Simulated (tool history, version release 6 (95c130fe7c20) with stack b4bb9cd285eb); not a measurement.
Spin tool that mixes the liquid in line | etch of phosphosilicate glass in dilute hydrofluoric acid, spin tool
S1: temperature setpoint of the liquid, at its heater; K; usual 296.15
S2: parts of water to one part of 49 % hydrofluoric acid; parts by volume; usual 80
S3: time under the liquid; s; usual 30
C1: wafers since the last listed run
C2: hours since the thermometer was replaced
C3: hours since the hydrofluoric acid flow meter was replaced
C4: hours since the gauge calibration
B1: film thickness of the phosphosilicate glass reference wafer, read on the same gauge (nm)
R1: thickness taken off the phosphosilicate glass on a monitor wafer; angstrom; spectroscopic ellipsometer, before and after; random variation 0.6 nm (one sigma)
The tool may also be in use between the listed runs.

run 1 day=0.000 | S1=299.15 S2=60 S3=30 | C1=0 C2=742.9 C3=1446.6 C4=505.8 | B1=149.95 | R1=970.1
run 2 day=0.600 | S1=296.15 S2=80 S3=30 | C1=110 C2=757.3 C3=1461.0 C4=520.2 | B1=149.97 | R1=624.9
run 3 day=1.204 | S1=296.15 S2=80 S3=30 | C1=111 C2=771.8 C3=1475.5 C4=534.7 | B1=150.01 | R1=617.4
run 4 day=1.721 | S1=300.15 S2=80 S3=30 | C1=94 C2=784.2 C3=1487.9 C4=547.1 | B1=150.03 | R1=730.4
run 5 day=2.346 | S1=296.15 S2=55 S3=30 | C1=114 C2=799.2 C3=1502.9 C4=562.1 | B1=149.97 | R1=920.6
run 6 day=2.658 | S1=297.65 S2=80 S3=30 | C1=57 C2=806.7 C3=1510.4 C4=569.6 | B1=149.98 | R1=656.2
run 7 day=3.300 | S1=296.15 S2=110 S3=30 | C1=117 C2=822.1 C3=1525.8 C4=585.0 | B1=150.05 | R1=426.9
run 8 day=4.017 | S1=296.15 S2=80 S3=30 | C1=131 C2=839.3 C3=1543.0 C4=602.2 | B1=149.99 | R1=619.3
run 9 day=4.296 | S1=296.15 S2=80 S3=30 | C1=51 C2=846.0 C3=1549.7 C4=608.9 | B1=150.01 | R1=620.4
run 10 day=4.729 | S1=294.65 S2=50 S3=20 | C1=79 C2=856.4 C3=1560.1 C4=619.3 | B1=150.01 | R1=645.5
run 11 day=5.046 | S1=296.15 S2=80 S3=40 | C1=58 C2=864.0 C3=1567.7 C4=626.9 | B1=150.00 | R1=818.1
run 12 day=5.779 | S1=293.15 S2=60 S3=20 | C1=134 C2=881.6 C3=1585.3 C4=644.5 | B1=150.01 | R1=492.4
run 13 day=6.254 | S1=296.15 S2=80 S3=15 | C1=87 C2=893.0 C3=1596.7 C4=655.9 | B1=150.04 | R1=308.4
run 14 day=6.654 | S1=293.15 S2=55 S3=40 | C1=73 C2=902.6 C3=1606.3 C4=665.5 | B1=149.96 | R1=1086.3
-- day=6.800 gauge calibrated
run 15 day=7.296 | S1=294.65 S2=95 S3=50 | C1=117 C2=918.0 C3=1621.7 C4=11.9 | B1=149.99 | R1=804.8
run 16 day=7.721 | S1=292.15 S2=65 S3=15 | C1=78 C2=928.2 C3=1631.9 C4=22.1 | B1=149.97 | R1=326.6
-- day=8.158 thermometer replaced
run 17 day=8.179 | S1=299.15 S2=80 S3=15 | C1=76 C2=0.5 C3=1642.9 C4=33.1 | B1=150.04 | R1=344.2
run 18 day=8.729 | S1=298.65 S2=80 S3=30 | C1=101 C2=13.7 C3=1656.1 C4=46.3 | B1=150.01 | R1=680.2
run 19 day=9.092 | S1=299.65 S2=80 S3=45 | C1=66 C2=22.4 C3=1664.8 C4=55.0 | B1=150.01 | R1=1058.8
run 20 day=9.838 | S1=292.15 S2=80 S3=30 | C1=137 C2=40.3 C3=1682.7 C4=72.9 | B1=150.01 | R1=510.8
run 21 day=10.242 | S1=296.15 S2=80 S3=30 | C1=74 C2=50.0 C3=1692.4 C4=82.6 | B1=150.03 | R1=613.9
-- day=11.054 hydrofluoric acid flow meter replaced
run 22 day=11.929 | S1=296.15 S2=40 S3=30 | C1=302 C2=90.5 C3=21.0 C4=123.1 | B1=149.97 | R1=1285.0
run 23 day=12.367 | S1=296.15 S2=80 S3=30 | C1=80 C2=101.0 C3=31.5 C4=133.6 | B1=149.98 | R1=615.4
run 24 day=12.992 | S1=296.15 S2=80 S3=30 | C1=114 C2=116.0 C3=46.5 C4=148.6 | B1=149.98 | R1=621.1
run 25 day=13.604 | S1=296.15 S2=80 S3=30 | C1=112 C2=130.7 C3=61.2 C4=163.3 | B1=150.04 | R1=618.7
run 26 day=14.321 | S1=296.15 S2=95 S3=15 | C1=131 C2=147.9 C3=78.4 C4=180.5 | B1=150.04 | R1=253.0
run 27 day=14.988 | S1=296.15 S2=80 S3=30 | C1=122 C2=163.9 C3=94.4 C4=196.5 | B1=149.95 | R1=615.9
run 28 day=15.271 | S1=296.15 S2=80 S3=30 | C1=52 C2=170.7 C3=101.2 C4=203.3 | B1=150.00 | R1=630.8
run 29 day=15.971 | S1=296.15 S2=80 S3=50 | C1=128 C2=187.5 C3=118.0 C4=220.1 | B1=150.04 | R1=1039.7
run 30 day=16.675 | S1=296.15 S2=80 S3=30 | C1=129 C2=204.4 C3=134.9 C4=237.0 | B1=150.00 | R1=619.6
run 31 day=16.983 | S1=296.15 S2=80 S3=30 | C1=56 C2=211.8 C3=142.3 C4=244.4 | B1=150.03 | R1=618.5
run 32 day=17.521 | S1=299.65 S2=80 S3=30 | C1=98 C2=224.7 C3=155.2 C4=257.3 | B1=149.99 | R1=712.5

Hidden state at the last listed run before each entry between runs and at the first one after, where it differs:
Between runs 14 and 15: gauge calibrated (day 6.800)
  no hidden state differs between the two runs
Between runs 16 and 17: thermometer replaced (day 8.158)
  no hidden state differs between the two runs
Between runs 21 and 22: hydrofluoric acid flow meter replaced (day 11.054)
  no hidden state differs between the two runs
